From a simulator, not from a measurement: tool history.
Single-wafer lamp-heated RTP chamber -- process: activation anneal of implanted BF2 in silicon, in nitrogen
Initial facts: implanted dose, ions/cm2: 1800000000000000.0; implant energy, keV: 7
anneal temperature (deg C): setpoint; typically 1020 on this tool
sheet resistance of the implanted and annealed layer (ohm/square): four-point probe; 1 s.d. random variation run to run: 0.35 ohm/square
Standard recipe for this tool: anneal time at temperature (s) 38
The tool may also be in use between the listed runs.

| run | hour | anneal temperature (deg C) | anneal time at temperature (s) | read-back reference wafer on the same gauge, sheet resistance | sheet resistance of the implanted and annealed layer (ohm/square) |
|---|---|---|---|---|---|
| 1 | 0 | 1020 | 38 | 150.05 | 169.17 |
|  | 51.1 | reflector plate cleaned |
| 2 | 75.8 | 1020 | 38 | 150.05 | 169.72 |
| 3 | 129.9 | 1020 | 38 | 149.97 | 168.97 |
| 4 | 185 | 1020 | 38 | 149.99 | 168.13 |
| 5 | 247.8 | 1020 | 38 | 150.02 | 167.18 |
| 6 | 323.2 | 1020 | 38 | 150.02 | 166.38 |
| 7 | 415.5 | 1020 | 38 | 150.05 | 166.78 |
| 8 | 460.8 | 1043 | 33 | 150.03 | 144.54 |
| 9 | 530.3 | 1043 | 33 | 149.99 | 144.35 |
| 10 | 567.4 | 1020 | 38 | 149.98 | 165.73 |
| 11 | 608.9 | 1020 | 38 | 149.99 | 165.32 |
|  | 627 | pyrometer window cleaned and pyrometer calibrated |
| 12 | 660 | 1020 | 26 | 150.03 | 189.69 |
|  | 699.6 | reflector plate cleaned |
| 13 | 700.1 | 1020 | 26 | 149.98 | 191.32 |
| 14 | 784.4 | 1020 | 38 | 149.94 | 168.06 |
| 15 | 886.2 | 1004 | 60 | 150.04 | 172.97 |
| 16 | 927.3 | 996 | 54 | 150 | 195.22 |
| 17 | 983.8 | 1028 | 29 | 150.03 | 168.32 |
|  | 1011.3 | gauge calibrated |
| 18 | 1084.1 | 1020 | 38 | 150 | 165.91 |
| 19 | 1181.7 | 1020 | 55 | 150 | 150.33 |
|  | 1221.3 | pyrometer window cleaned and pyrometer calibrated |
| 20 | 1235 | 1042 | 30 | 150.02 | 152.09 |
| 21 | 1300.7 | 1028 | 30 | 149.99 | 167.95 |
|  | 1328.5 | reflector plate cleaned |
| 22 | 1599.5 | 1000 | 52 | 149.98 | 187.75 |
| 23 | 1672.8 | 1020 | 38 | 150 | 166.51 |
| 24 | 1731.7 | 1020 | 53 | 150.03 | 151.95 |
| 25 | 1803 | 1001 | 58 | 149.96 | 178.72 |
|  | 1829.4 | pyrometer window cleaned and pyrometer calibrated |
| 26 | 1904.2 | 1009 | 51 | 149.99 | 171.77 |

5 options for the next run, each taken on its own from the tool as it stands now. Forecast them:
| A | 1904.6 | 1020 | 38 | ? | ? |
| B | 1904.6 | 1036 | 54 | ? | ? |
| C | 1904.6 | 1033 | 52 | ? | ? |
| D | 1904.6 | 1044 | 49 | ? | ? |
| E | 1904.6 | 1028 | 28 | ? | ? |

| run | read-back reference wafer on the same gauge, sheet resistance | sheet resistance of the implanted and annealed layer (ohm/square) |
|---|---|---|
| A | 150.01 | 167.84 |
| B | 150.01 | 135.08 |
| C | 150.01 | 139.47 |
| D | 150.01 | 130.61 |
| E | 150.01 | 171.44 |
Had the tool no hidden state, the same runs would have come out as:
| run | sheet resistance of the implanted and annealed layer (ohm/square) |
|---|---|
| A | 172.13 |
| B | 137.82 |
| C | 142.28 |
| D | 133.31 |
| E | 175.46 |

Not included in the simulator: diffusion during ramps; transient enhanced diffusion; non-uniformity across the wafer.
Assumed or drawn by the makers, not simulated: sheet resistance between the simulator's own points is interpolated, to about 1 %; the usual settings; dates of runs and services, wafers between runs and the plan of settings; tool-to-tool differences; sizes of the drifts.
